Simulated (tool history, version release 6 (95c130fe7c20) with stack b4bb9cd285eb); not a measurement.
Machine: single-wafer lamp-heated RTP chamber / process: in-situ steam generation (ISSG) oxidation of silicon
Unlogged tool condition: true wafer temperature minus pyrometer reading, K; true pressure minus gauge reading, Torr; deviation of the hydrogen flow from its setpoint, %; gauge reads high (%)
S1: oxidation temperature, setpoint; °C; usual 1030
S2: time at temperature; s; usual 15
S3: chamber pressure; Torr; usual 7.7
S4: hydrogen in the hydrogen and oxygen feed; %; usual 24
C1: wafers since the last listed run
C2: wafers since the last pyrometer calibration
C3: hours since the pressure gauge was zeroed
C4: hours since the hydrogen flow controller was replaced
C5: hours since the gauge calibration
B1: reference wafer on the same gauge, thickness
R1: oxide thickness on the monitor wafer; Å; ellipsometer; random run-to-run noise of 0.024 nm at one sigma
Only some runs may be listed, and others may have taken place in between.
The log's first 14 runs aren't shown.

run,day,S1,S2,S3,S4,C1,C2,C3,C4,C5,B1,R1
# day 7.183: pressure gauge zeroed
# day 7.246: hydrogen flow controller replaced
15,7.267,1030,9,7.7,24,37,198,2,0.5,399.7,6.211,41.96
16,7.317,1030,15,7.7,24,8,207,3.2,1.7,400.9,6.214,53.47
17,7.821,1030,15,7.7,24,87,295,15.3,13.8,413,6.206,53.47
18,8.15,1030,15,7.7,24,57,353,23.2,21.7,420.9,6.208,53.59
19,8.5,1030,15,7.7,24,61,414,31.6,30.1,429.3,6.21,53.41
20,8.933,1030,15,7.7,24,75,489,42,40.5,439.7,6.203,53.47
21,9.242,1041,11,8.1,19,53,543,49.4,47.9,447.1,6.214,46.19
22,9.717,1020,15,7.7,24,82,626,60.8,59.3,458.5,6.201,50.89
23,10.25,1030,20,7.7,21,93,719,73.6,72.1,471.3,6.216,59.63
# day 10.529: gauge calibrated
24,10.846,1013,12,8.3,24,103,823,87.9,86.4,7.6,6.208,44.97
25,11.1,1015,21,7.7,24,44,867,94,92.5,13.7,6.214,59.32
26,13.342,1030,15,8.6,32,390,1258,147.8,146.3,67.5,6.213,57.6
27,14.038,1039,15,7.7,24,121,1379,164.5,163,84.2,6.206,57.1
28,14.771,1030,15,8.1,24,127,1507,182.1,180.6,101.8,6.202,54.26
29,15.421,1030,15,7.7,17,113,1621,197.7,196.2,117.4,6.22,49.95
30,15.688,1030,15,7.7,24,46,1667,204.1,202.6,123.8,6.214,53.95

What if the next run were any one of these 5? Each begins from the tool's condition after run 30:
A,15.708,1030,15,7.7,24,3,1671,204.6,203.1,124.3,?,?
B,15.708,1030,15,8.7,24,3,1671,204.6,203.1,124.3,?,?
C,15.708,1030,17,7.7,15,3,1671,204.6,203.1,124.3,?,?
D,15.708,1012,13,7.7,32,3,1671,204.6,203.1,124.3,?,?
E,15.708,1030,15,6.9,17,3,1671,204.6,203.1,124.3,?,?

run,B1,R1
A,6.21,54.8
B,6.21,54.46
C,6.21,52.03
D,6.21,51.37
E,6.21,49.98
Without the tool's hidden state the same runs would have given:
run,R1
A,53.42
B,53.09
C,50.68
D,50.27
E,48.72
